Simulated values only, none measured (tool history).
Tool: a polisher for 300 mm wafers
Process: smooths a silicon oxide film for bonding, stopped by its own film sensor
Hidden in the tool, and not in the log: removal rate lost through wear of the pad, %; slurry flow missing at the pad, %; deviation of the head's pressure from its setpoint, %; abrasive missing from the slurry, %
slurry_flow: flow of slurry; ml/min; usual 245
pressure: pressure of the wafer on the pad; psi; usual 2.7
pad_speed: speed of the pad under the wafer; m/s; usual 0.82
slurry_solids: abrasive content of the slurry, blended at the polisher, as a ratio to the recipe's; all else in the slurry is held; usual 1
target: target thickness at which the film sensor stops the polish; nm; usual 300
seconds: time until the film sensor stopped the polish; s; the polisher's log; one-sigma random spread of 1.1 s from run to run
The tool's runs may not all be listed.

run    day  slurry_flow  pressure  pad_speed  slurry_solids  target  wafers since the last listed run  wafers polished on this pad  hours since the slurry nozzle was cleaned  hours since the head pressure was calibrated  hours since the slurry blender was calibrated  incoming thickness of the incoming film, nm  seconds
  1      0          245       2.7       0.82              1     300                                 0                          706                                      585.9                                        1633.7                                          190.8                                        344.3     80.4
  2  0.404          245       2.7       0.82              1     300                                79                          785                                      595.6                                        1643.4                                          200.5                                        354.4     98.1
  3  0.771          200       2.7       0.82            0.8     300                                72                          858                                      604.4                                        1652.2                                          209.3                                        349.1    116.1
  4  1.058          200       2.7       0.82            0.8     300                                56                          915                                      611.3                                        1659.1                                          216.2                                        355.9    130.5
  5  1.492          245       2.7       0.98              1     300                                85                         1000                                      621.7                                        1669.5                                          226.6                                        353.3     86.9
     3.071  -- head pressure recalibrated
  6  3.104          245       2.7       0.98              1     300                               302                         1303                                      660.4                                           0.8                                          265.3                                        346.8     79.5
  7  3.517          245       2.7       0.98              1     300                                81                         1384                                      670.3                                          10.7                                          275.2                                        346.4     77.1
     3.792  -- worn pad replaced by a new one
  8  3.925          245       2.7       0.82              1     300                                47                           26                                      680.1                                          20.5                                            285                                        350.3     96.9
     4.375  -- slurry blender recalibrated
     4.571  -- slurry nozzle cleaned
  9  4.638          245       2.2       0.82            0.8     300                               116                          142                                        1.6                                          37.6                                            6.3                                        350.9     99.5
 10  5.388          210       2.7       0.82           1.25     312                               148                          290                                       19.6                                          55.6                                           24.3                                        349.4     48.4
 11  6.125          245       2.7       0.82              1     300                               145                          436                                       37.3                                          73.3                                             42                                        343.9     64.4
 12  6.875          245       2.7       0.98              1     300                               148                          584                                       55.3                                          91.3                                             60                                        350.1     69.3
 13  7.129          245       2.7       1.04              1     300                                50                          634                                       61.4                                          97.4                                           66.1                                        345.6     61.6
 14    7.7          245         2       0.82              1     308                               112                          747                                       75.1                                         111.1                                           79.8                                        351.6     94.6

For each entry between runs, how does the tool's hidden state at the last listed run before it compare with that at the first listed run after it?
After run 5, before run 6: head pressure recalibrated (day 3.071)
  abrasive missing from the slurry, %: 32.2 -> 33.2
  the result without the hidden state subtracted from the measured one, seconds: +24.9 -> +23.7 s
After run 7, before run 8: worn pad replaced by a new one (day 3.792)
  abrasive missing from the slurry, %: 33.4 -> 33.6
  the result without the hidden state subtracted from the measured one, seconds: +23.2 -> +29.3 s
After run 8, before run 9: slurry blender recalibrated (day 4.375); slurry nozzle cleaned (day 4.571)
  abrasive missing from the slurry, %: 33.6 -> 6.42
  the result without the hidden state subtracted from the measured one, seconds: +29.3 -> +5.2 s
